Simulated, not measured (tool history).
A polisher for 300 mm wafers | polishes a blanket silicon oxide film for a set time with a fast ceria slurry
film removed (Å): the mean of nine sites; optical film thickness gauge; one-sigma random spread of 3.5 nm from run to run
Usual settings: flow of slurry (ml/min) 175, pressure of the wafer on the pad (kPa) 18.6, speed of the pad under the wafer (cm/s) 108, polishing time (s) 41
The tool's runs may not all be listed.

run   hour  flow of slurry (ml/min)  pressure of the wafer on the pad (kPa)  speed of the pad under the wafer (cm/s)  polishing time (s)  wafers since the last listed run  wafers polished on this pad  hours since the slurry nozzle was cleaned  hours since the head pressure was calibrated  incoming thickness of the incoming film, nm  film removed (Å)
  1    0.0                      175                                    18.6                                      108                  41                                 0                          156                                      559.5                                         995.7                                       1859.5              4966
  2   12.8                      175                                    18.6                                      108                  41                                92                          248                                      572.3                                        1008.5                                       1879.5              5055
  3   29.0                      175                                    18.6                                      108                  41                               116                          365                                      588.5                                        1024.7                                       1898.1              5021
  4   42.5                      175                                    18.6                                      108                  41                                97                          462                                      602.0                                        1038.2                                       1870.6              4996
  5   54.4                      175                                    14.5                                      108                  41                                85                          547                                      613.9                                        1050.1                                       1843.4              3841
  6   62.8                      175                                    14.5                                      108                  41                                60                          608                                      622.3                                        1058.5                                       1893.1              3798
  7   72.6                      175                                    18.6                                      108                  31                                70                          678                                      632.1                                        1068.3                                       1872.4              3730
      78.1  -- head pressure recalibrated
  8   86.9                      175                                    18.6                                      108                  41                                88                          766                                      646.4                                           8.8                                       1847.2              5764
      94.9  -- worn pad replaced by a new one
  9   98.1                      175                                    14.5                                      108                  41                                51                           22                                      657.6                                          20.0                                       1873.3              4540
     111.7  -- slurry nozzle cleaned
 10  112.7                      175                                    18.6                                      108                  53                                97                          120                                        1.0                                          34.6                                       1868.1              7563
 11  119.8                      175                                    24.1                                      134                  41                                51                          171                                        8.1                                          41.7                                       1903.0              9303
 12  129.8                      175                                    12.4                                      108                  41                                71                          243                                       18.1                                          51.7                                       1877.4              3838
 13  146.2                      175                                    18.6                                      108                  41                               117                          361                                       34.5                                          68.1                                       1854.9              5912
 14  153.9                      175                                    13.1                                      134                  41                                55                          416                                       42.2                                          75.8                                       1867.4              5070
 15  161.6                      205                                    21.4                                      132                  41                                55                          472                                       49.9                                          83.5                                       1860.3              8266

Predict each of these 4 candidate next runs independently; none follows another, all start after run 15:
  A  162.0                      175                                    18.6                                      108                  54                                 2                          475                                       50.3                                          83.9                                       1907.4                 ?
  B  162.0                      225                                    18.6                                      108                  41                                 2                          475                                       50.3                                          83.9                                       1907.4                 ?
  C  162.0                      175                                    18.6                                      108                  29                                 2                          475                                       50.3                                          83.9                                       1907.4                 ?
  D  162.0                      130                                    12.4                                      118                  34                                 2                          475                                       50.3                                          83.9                                       1907.4                 ?

run  film removed (Å)
  A              7625
  B              5948
  C              4095
  D              3369
Without the tool's hidden state the same runs would have given:
run  film removed (Å)
  A              7546
  B              5886
  C              4053
  D              3334
